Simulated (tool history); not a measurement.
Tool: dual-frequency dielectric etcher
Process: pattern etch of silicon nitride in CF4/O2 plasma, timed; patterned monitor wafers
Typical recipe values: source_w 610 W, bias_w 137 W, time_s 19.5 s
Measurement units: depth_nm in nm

run	hour	source_w	bias_w	time_s	read-back reference wafer on the same gauge, depth_nm	depth_nm
1	0.0	610	137	19.5	46.37	39.83
# hour 65.5: wet clean of the chamber
2	71.3	610	137	19.5	46.48	39.61
3	135.1	610	137	19.5	46.46	39.90
4	177.0	610	137	19.5	46.35	40.00
5	221.5	610	137	19.5	46.42	39.90
6	261.1	610	137	19.5	46.43	39.58
# hour 330.9: gauge calibrated
7	331.0	610	137	19.5	46.46	39.62
8	395.7	610	137	21.5	46.45	43.62
9	463.4	650	162	22.5	46.40	50.40
# hour 573.3: wet clean of the chamber
# hour 576.4: source power generator calibrated
# hour 650.4: upper electrode replaced
10	650.9	610	137	19.5	46.40	40.41
# hour 665.4: bias power generator calibrated
11	671.9	690	137	19.5	46.47	45.24
12	736.6	530	137	19.5	46.49	35.76
13	788.6	470	137	21.0	46.38	34.72
14	846.7	610	167	21.5	46.39	47.58

Alternative continuations, all from the tool just after run 14; predict every row:
A	847.1	610	109	19.5	?	?
B	847.1	610	150	25.0	?	?
C	847.1	670	137	19.5	?	?
D	847.1	610	137	13.5	?	?
E	847.1	520	149	19.5	?	?

run	read-back reference wafer on the same gauge, depth_nm	depth_nm
A	46.39	38.06
B	46.39	53.41
C	46.39	44.04
D	46.39	28.08
E	46.39	36.16
Had the tool no hidden state, the same runs would have come out as:
run	depth_nm
A	38.04
B	53.38
C	44.02
D	28.07
E	36.15

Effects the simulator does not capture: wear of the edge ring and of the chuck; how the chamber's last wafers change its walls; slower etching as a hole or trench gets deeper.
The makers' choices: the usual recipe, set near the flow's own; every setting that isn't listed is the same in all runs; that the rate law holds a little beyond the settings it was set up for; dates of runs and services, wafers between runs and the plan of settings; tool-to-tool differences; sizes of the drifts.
